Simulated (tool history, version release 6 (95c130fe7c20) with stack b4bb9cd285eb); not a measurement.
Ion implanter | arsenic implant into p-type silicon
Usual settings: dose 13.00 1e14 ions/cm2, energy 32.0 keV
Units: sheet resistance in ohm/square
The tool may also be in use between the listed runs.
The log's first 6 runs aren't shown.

run	hour	dose	energy	read-back reference wafer on the same gauge, sheet resistance	sheet resistance
7	366.2	10.04	32.0	118.67	127.78
8	400.8	10.04	32.0	118.85	128.16
9	467.2	13.00	32.0	118.92	112.78
10	506.3	13.00	32.0	118.92	113.66
11	559.2	13.00	32.0	118.99	113.45
12	593.7	13.00	32.0	118.95	113.32
# hour 636.1: gauge calibrated
13	638.7	13.00	32.0	117.95	112.48
14	696.1	13.00	32.0	117.92	112.56
15	763.3	13.00	32.0	117.95	112.47
16	804.6	13.00	32.0	118.05	112.35
17	845.2	13.00	32.0	118.01	112.70
18	889.6	16.57	42.0	117.96	93.11
# hour 925.0: Faraday cup replaced and dose calibrated
19	925.8	13.00	38.5	118.01	105.09
# hour 996.1: extraction supply calibrated
20	996.6	13.00	32.0	117.98	112.53
21	1035.7	15.00	26.0	118.06	117.41
22	1069.4	10.40	24.0	118.07	137.79

Forecast run 23:
23	1116.5	13.00	32.0	?	?

read-back reference wafer on the same gauge, sheet resistance: 118.02
sheet resistance: 111.79 ohm/square
Without the tool's hidden state the same run would have given sheet resistance 111.74 ohm/square.
